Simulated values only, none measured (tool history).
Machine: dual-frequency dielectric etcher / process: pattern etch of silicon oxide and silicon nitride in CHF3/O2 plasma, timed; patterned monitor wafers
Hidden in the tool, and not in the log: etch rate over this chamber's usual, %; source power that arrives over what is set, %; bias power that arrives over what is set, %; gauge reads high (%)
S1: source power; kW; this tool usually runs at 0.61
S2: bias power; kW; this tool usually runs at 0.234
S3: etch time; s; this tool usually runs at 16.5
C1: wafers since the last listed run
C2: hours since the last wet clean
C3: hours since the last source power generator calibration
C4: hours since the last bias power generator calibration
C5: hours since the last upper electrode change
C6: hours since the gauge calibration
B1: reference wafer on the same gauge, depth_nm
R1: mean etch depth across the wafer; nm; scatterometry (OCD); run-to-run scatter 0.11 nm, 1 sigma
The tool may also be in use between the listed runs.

run,day,S1,S2,S3,C1,C2,C3,C4,C5,C6,B1,R1
1,0,0.61,0.234,16.5,0,40.7,2196.4,1551.8,1206.5,608,30.71,26.21
2,3.846,0.61,0.234,16.5,1486,133,2288.7,1644.1,1298.8,700.3,30.68,26.29
3,6.412,0.61,0.234,16.5,992,194.6,2350.3,1705.7,1360.4,761.9,30.67,26.31
4,8.588,0.61,0.234,16.5,840,246.8,2402.5,1757.9,1412.6,814.1,30.67,26.53
5,12.612,0.61,0.234,14.5,1555,343.4,2499.1,1854.5,1509.2,910.7,30.7,23.26
6,14.717,0.61,0.234,14.5,813,393.9,2549.6,1905,1559.7,961.2,30.67,23.05
# day 15.929: wet clean of the chamber
7,18.588,0.61,0.234,14.5,1109,63.8,2642.5,1997.9,1652.6,1054.1,30.68,23.2
8,20.546,0.61,0.234,16.5,757,110.8,2689.5,2044.9,1699.6,1101.1,30.71,26.41
9,22.983,0.61,0.234,16.5,942,169.3,2748,2103.4,1758.1,1159.6,30.71,26.56
10,26.333,0.61,0.234,16.5,1294,249.7,2828.4,2183.8,1838.5,1240,30.71,26.29
11,29.442,0.61,0.234,18.5,1201,324.3,2903,2258.4,1913.1,1314.6,30.7,29.49
# day 30.158: bias power generator calibrated
# day 32.225: gauge calibrated
12,33.612,0.61,0.234,16.5,1547,424.4,3003.1,82.9,2013.2,33.3,30.69,26.21
# day 36.025: wet clean of the chamber
13,36.046,0.61,0.234,16.5,554,0.5,3061.5,141.3,2071.6,91.7,30.73,26.4
14,37.925,0.52,0.234,16.5,726,45.6,3106.6,186.4,2116.7,136.8,30.71,24.32
15,40.338,0.75,0.271,15,932,103.5,3164.5,244.3,2174.6,194.7,30.69,27.34
16,44.425,0.75,0.271,15,1580,201.6,3262.6,342.4,2272.7,292.8,30.68,27.46
17,46.679,0.75,0.271,15,871,255.7,3316.7,396.5,2326.8,346.9,30.73,27.14
# day 49.871: source power generator calibrated
18,51.121,0.49,0.266,14.5,1652,362.3,30,503.1,2433.4,453.5,30.72,21.67
# day 54.604: upper electrode replaced
# day 56.625: wet clean of the chamber
19,56.646,0.61,0.234,21,1362,0.5,162.6,635.7,49,586.1,30.7,33.41
20,66.612,0.73,0.288,12,3852,239.7,401.8,874.9,288.2,825.3,30.67,21.91
21,69.908,0.51,0.178,11.5,1274,318.8,480.9,954,367.3,904.4,30.68,15.77
22,73.654,0.47,0.234,16.5,1447,408.7,570.8,1043.9,457.2,994.3,30.7,23.37
# day 75.733: wet clean of the chamber
23,76.192,0.61,0.234,19.5,594,11,631.7,1104.8,518.1,1055.2,30.7,31.34

4 ways to go on from here, each from the tool as it stands after run 23. What would each give?
A,76.208,0.61,0.234,13,6,11.4,632.1,1105.2,518.5,1055.6,?,?
B,76.208,0.54,0.281,20,6,11.4,632.1,1105.2,518.5,1055.6,?,?
C,76.208,0.74,0.234,14,6,11.4,632.1,1105.2,518.5,1055.6,?,?
D,76.208,0.61,0.255,18.5,6,11.4,632.1,1105.2,518.5,1055.6,?,?

run,B1,R1
A,30.72,20.73
B,30.72,31.65
C,30.72,24.33
D,30.72,30.15
What these runs would have given with no unlogged condition in the tool:
run,R1
A,20.73
B,31.65
C,24.33
D,30.15
